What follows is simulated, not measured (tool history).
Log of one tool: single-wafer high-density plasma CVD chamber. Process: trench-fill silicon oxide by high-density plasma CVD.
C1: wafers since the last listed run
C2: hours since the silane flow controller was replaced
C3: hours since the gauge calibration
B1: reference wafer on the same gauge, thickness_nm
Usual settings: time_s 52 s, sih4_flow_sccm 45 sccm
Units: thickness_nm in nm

Run 1, hour 0: usual settings but time_s 54.5 s; C1 0; C2 4281.2; C3 7.7; B1 232.933. Result: thickness_nm 253.715 nm.
Run 2, hour 20.8: usual settings but time_s 54.5 s; C1 321; C2 4302; C3 28.5; B1 233.051. Result: thickness_nm 254.475 nm.
Run 3, hour 36.7: usual settings; C1 246; C2 4317.9; C3 44.4; B1 232.966. Result: thickness_nm 241.904 nm.
Run 4, hour 67.3: usual settings; C1 473; C2 4348.5; C3 75; B1 233.025. Result: thickness_nm 242.505 nm.
Run 5, hour 98.1: usual settings; C1 476; C2 4379.3; C3 105.8; B1 233.051. Result: thickness_nm 241.907 nm.
Run 6, hour 131.4: usual settings but time_s 58.8 s, sih4_flow_sccm 40 sccm; C1 515; C2 4412.6; C3 139.1; B1 233.026. Result: thickness_nm 244.394 nm.
Run 7, hour 145.6: usual settings; C1 219; C2 4426.8; C3 153.3; B1 233.078. Result: thickness_nm 242.949 nm.
Run 8, hour 172.1: usual settings; C1 410; C2 4453.3; C3 179.8; B1 232.911. Result: thickness_nm 242.567 nm.
Run 9, hour 193.5: usual settings but sih4_flow_sccm 39 sccm; C1 331; C2 4474.7; C3 201.2; B1 233.046. Result: thickness_nm 210.651 nm.
At hour 214.3: silane flow controller replaced.
Run 10, hour 214.8: usual settings but time_s 56.6 s, sih4_flow_sccm 51 sccm; C1 205; C2 0.5; C3 222.5; B1 233.003. Result: thickness_nm 277.304 nm.
At hour 218.8: gauge calibrated.
Run 11, hour 238.5: usual settings; C1 366; C2 24.2; C3 19.7; B1 233.04. Result: thickness_nm 225.221 nm.
Run 12, hour 257.6: usual settings but time_s 57.5 s, sih4_flow_sccm 48 sccm; C1 295; C2 43.3; C3 38.8; B1 233.027. Result: thickness_nm 265.481 nm.
Run 13, hour 275.7: usual settings; C1 280; C2 61.4; C3 56.9; B1 232.973. Result: thickness_nm 224.691 nm.
Run 14, hour 298.7: usual settings but time_s 42.3 s, sih4_flow_sccm 40 sccm; C1 356; C2 84.4; C3 79.9; B1 232.978. Result: thickness_nm 162.643 nm.
Run 15, hour 331.8: usual settings but time_s 46.5 s, sih4_flow_sccm 39 sccm; C1 512; C2 117.5; C3 113; B1 232.988. Result: thickness_nm 174.731 nm.
Run 16, hour 366.1: usual settings but time_s 43 s, sih4_flow_sccm 41 sccm; C1 530; C2 151.8; C3 147.3; B1 233.003. Result: thickness_nm 169.989 nm.

The same runs without the tool's hidden state, with the same run-to-run variation:
The hidden state here: delivered silane flow above the setpoint (%); gauge reads high (%).
run  thickness_nm
  1       236.043
  2       236.605
  3       224.812
  4       225.166
  5       224.403
  6       226.484
  7       225.048
  8       224.513
  9       194.845
 10        277.16
 11       225.103
 12       265.341
 13       224.572
 14       162.555
 15       174.632
 16       169.887
